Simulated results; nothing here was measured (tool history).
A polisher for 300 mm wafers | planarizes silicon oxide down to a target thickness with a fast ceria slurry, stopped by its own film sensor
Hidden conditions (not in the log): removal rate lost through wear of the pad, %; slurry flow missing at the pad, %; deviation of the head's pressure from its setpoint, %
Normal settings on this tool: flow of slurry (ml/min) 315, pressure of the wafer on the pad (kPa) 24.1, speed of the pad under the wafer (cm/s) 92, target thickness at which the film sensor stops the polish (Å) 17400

run	hour	flow of slurry (ml/min)	pressure of the wafer on the pad (kPa)	speed of the pad under the wafer (cm/s)	target thickness at which the film sensor stops the polish (Å)	wafers since the last listed run	wafers polished on this pad	hours since the slurry nozzle was cleaned	hours since the head pressure was calibrated	incoming thickness of the incoming film, nm	time until the film sensor stopped the polish (s)
1	0.0	315	24.1	92	19930	0	2366	66.9	313.2	2769.1	41.7
2	60.3	315	24.1	92	19930	1002	3368	127.2	373.5	2746.1	40.4
# hour 81.9: worn pad replaced by a new one
3	140.5	315	24.1	92	17400	1266	973	207.4	453.7	2823.9	59.8
# hour 162.7: slurry nozzle cleaned
4	208.8	315	24.1	92	17400	1118	2092	46.1	522.0	2773.1	56.5
# hour 247.4: head pressure recalibrated
5	247.9	285	24.1	92	17400	616	2708	85.2	0.5	2839.1	55.7
6	340.9	315	24.1	92	17400	1545	4254	178.2	93.5	2800.9	56.0
# hour 355.5: worn pad replaced by a new one
7	400.3	315	24.1	92	16390	920	744	237.6	152.9	2796.4	66.5
# hour 414.4: slurry nozzle cleaned
8	458.3	315	24.1	92	16390	947	1691	43.9	210.9	2769.2	59.7
9	508.2	315	24.1	92	16390	829	2520	93.8	260.8	2799.4	63.8
10	555.0	315	24.1	82	20080	777	3298	140.6	307.6	2803.3	51.1
# hour 586.2: worn pad replaced by a new one
11	606.4	315	24.1	92	17400	787	335	192.0	359.0	2738.6	55.3
# hour 651.9: slurry nozzle cleaned
12	653.7	315	24.1	92	17400	769	1104	1.8	406.3	2820.7	60.5
13	745.1	315	21.4	92	17400	1518	2623	93.2	497.7	2801.6	65.6
# hour 779.2: head pressure recalibrated
# hour 811.6: worn pad replaced by a new one
14	835.5	315	24.1	92	19930	1402	396	183.6	56.3	2806.8	41.7
15	875.5	315	24.1	92	20360	664	1061	223.6	96.3	2808.5	41.5
# hour 944.9: slurry nozzle cleaned
16	961.5	350	20.0	112	19230	1412	2473	16.6	182.3	2763.1	43.1
17	1019.3	395	24.1	72	18680	960	3434	74.4	240.1	2818.6	63.0
# hour 1052.5: worn pad replaced by a new one
18	1106.6	315	21.4	82	17400	1384	898	161.7	327.4	2823.3	76.2
# hour 1199.0: slurry nozzle cleaned
19	1203.8	355	24.1	92	20270	1598	2497	4.8	424.6	2792.3	41.9
20	1256.0	315	24.1	92	17400	867	3364	57.0	476.8	2818.0	61.2

State the hidden condition of the tool at each of the runs:
removal rate lost through wear of the pad, %: 0 in every run
H1: slurry flow missing at the pad, %
H2: deviation of the head's pressure from its setpoint, %
run	H1	H2
1	8.22	-6.99
2	15.4	-7.47
3	31.7	-7.89
4	2.9	-8.12
5	6.04	-0.897
6	21	-5.31
7	36.1	-7.08
8	2.64	-8.29
9	6.83	-9.05
10	13.5	-9.58
11	24	-10
12	1.97	-10.3
13	7.27	-10.7
14	22.6	-3.33
15	32.5	-4.9
16	4.08	-7.25
17	7.29	-8.26
18	19.9	-9.26
19	10.8	-9.91
20	12.7	-10.1
